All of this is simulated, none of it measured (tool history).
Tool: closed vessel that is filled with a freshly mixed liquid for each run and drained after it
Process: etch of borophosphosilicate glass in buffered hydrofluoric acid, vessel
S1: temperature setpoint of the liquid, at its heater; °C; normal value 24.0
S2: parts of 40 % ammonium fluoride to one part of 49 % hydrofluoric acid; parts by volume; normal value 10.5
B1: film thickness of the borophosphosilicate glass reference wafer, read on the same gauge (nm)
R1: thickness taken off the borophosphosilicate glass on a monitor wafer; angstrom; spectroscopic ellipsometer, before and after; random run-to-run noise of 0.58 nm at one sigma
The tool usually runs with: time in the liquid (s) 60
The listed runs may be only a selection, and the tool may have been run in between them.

{"run": 1, "hour": 0.0, "S1": 24.0, "S2": 10.5, "time in the liquid (s)": 60, "B1": 60.0, "R1": 1149.5}
{"run": 2, "hour": 17.2, "S1": 24.0, "S2": 10.5, "time in the liquid (s)": 60, "B1": 59.98, "R1": 1134.6}
{"run": 3, "hour": 33.2, "S1": 24.0, "S2": 10.5, "time in the liquid (s)": 60, "B1": 60.01, "R1": 1144.8}
{"run": 4, "hour": 50.3, "S1": 24.0, "S2": 10.5, "time in the liquid (s)": 60, "B1": 59.98, "R1": 1126.6}
{"hour": 54.0, "done": "gauge calibrated"}
{"run": 5, "hour": 85.0, "S1": 24.0, "S2": 10.5, "time in the liquid (s)": 60, "B1": 60.01, "R1": 1146.6}
{"run": 6, "hour": 107.9, "S1": 24.0, "S2": 10.5, "time in the liquid (s)": 60, "B1": 59.99, "R1": 1127.9}
{"run": 7, "hour": 142.6, "S1": 24.0, "S2": 10.5, "time in the liquid (s)": 60, "B1": 60.01, "R1": 1129.1}
{"run": 8, "hour": 155.3, "S1": 24.0, "S2": 10.5, "time in the liquid (s)": 60, "B1": 60.0, "R1": 1127.5}
{"run": 9, "hour": 173.9, "S1": 24.0, "S2": 10.5, "time in the liquid (s)": 60, "B1": 60.03, "R1": 1123.3}
{"run": 10, "hour": 242.8, "S1": 24.0, "S2": 10.5, "time in the liquid (s)": 35, "B1": 60.02, "R1": 652.2}
{"run": 11, "hour": 276.1, "S1": 24.0, "S2": 10.5, "time in the liquid (s)": 60, "B1": 59.98, "R1": 1105.1}
{"run": 12, "hour": 300.1, "S1": 24.0, "S2": 10.5, "time in the liquid (s)": 60, "B1": 60.03, "R1": 1110.0}
{"hour": 316.5, "done": "hydrofluoric acid flow meter replaced"}
{"run": 13, "hour": 358.2, "S1": 24.0, "S2": 8.5, "time in the liquid (s)": 60, "B1": 59.99, "R1": 1413.9}
{"run": 14, "hour": 393.1, "S1": 26.0, "S2": 6.5, "time in the liquid (s)": 35, "B1": 59.98, "R1": 1207.8}
{"run": 15, "hour": 422.6, "S1": 24.0, "S2": 12.5, "time in the liquid (s)": 40, "B1": 60.02, "R1": 661.4}
{"run": 16, "hour": 449.1, "S1": 28.0, "S2": 9.0, "time in the liquid (s)": 85, "B1": 60.0, "R1": 2321.0}
{"hour": 452.8, "done": "gauge calibrated"}
{"run": 17, "hour": 483.8, "S1": 21.0, "S2": 10.5, "time in the liquid (s)": 85, "B1": 59.99, "R1": 1404.7}
{"run": 18, "hour": 502.9, "S1": 28.5, "S2": 9.0, "time in the liquid (s)": 35, "B1": 60.0, "R1": 977.7}
{"hour": 526.1, "done": "thermometer replaced"}
{"run": 19, "hour": 537.6, "S1": 26.0, "S2": 8.0, "time in the liquid (s)": 35, "B1": 59.99, "R1": 963.9}
{"run": 20, "hour": 555.3, "S1": 24.0, "S2": 10.5, "time in the liquid (s)": 60, "B1": 60.02, "R1": 1165.5}
{"run": 21, "hour": 581.5, "S1": 22.5, "S2": 14.5, "time in the liquid (s)": 90, "B1": 60.01, "R1": 1169.5}
{"run": 22, "hour": 611.2, "S1": 26.0, "S2": 10.5, "time in the liquid (s)": 80, "B1": 60.01, "R1": 1723.8}
{"run": 23, "hour": 624.3, "S1": 24.0, "S2": 10.5, "time in the liquid (s)": 60, "B1": 60.03, "R1": 1157.0}
{"run": 24, "hour": 654.5, "S1": 24.0, "S2": 10.5, "time in the liquid (s)": 60, "B1": 60.02, "R1": 1159.5}
{"run": 25, "hour": 673.5, "S1": 29.0, "S2": 9.5, "time in the liquid (s)": 45, "B1": 59.98, "R1": 1252.0}
{"run": 26, "hour": 689.1, "S1": 24.0, "S2": 12.5, "time in the liquid (s)": 35, "B1": 60.0, "R1": 563.0}

Forecast each of these 5 alternatives for the next run:
{"run": "A", "hour": 689.8, "S1": 24.0, "S2": 10.5, "time in the liquid (s)": 60, "B1": "?", "R1": "?"}
{"run": "B", "hour": 689.8, "S1": 24.0, "S2": 6.5, "time in the liquid (s)": 60, "B1": "?", "R1": "?"}
{"run": "C", "hour": 689.8, "S1": 22.0, "S2": 8.5, "time in the liquid (s)": 30, "B1": "?", "R1": "?"}
{"run": "D", "hour": 689.8, "S1": 24.0, "S2": 10.5, "time in the liquid (s)": 80, "B1": "?", "R1": "?"}
{"run": "E", "hour": 689.8, "S1": 24.0, "S2": 9.5, "time in the liquid (s)": 45, "B1": "?", "R1": "?"}

run=A B1=60.00 R1=1145.2
run=B B1=60.00 R1=1813.2
run=C B1=60.00 R1=610.8
run=D B1=60.00 R1=1526.9
run=E B1=60.00 R1=944.0
What these runs would have given with no unlogged condition in the tool:
run=A R1=1191.7
run=B R1=1879.4
run=C R1=638.6
run=D R1=1588.9
run=E R1=968.8

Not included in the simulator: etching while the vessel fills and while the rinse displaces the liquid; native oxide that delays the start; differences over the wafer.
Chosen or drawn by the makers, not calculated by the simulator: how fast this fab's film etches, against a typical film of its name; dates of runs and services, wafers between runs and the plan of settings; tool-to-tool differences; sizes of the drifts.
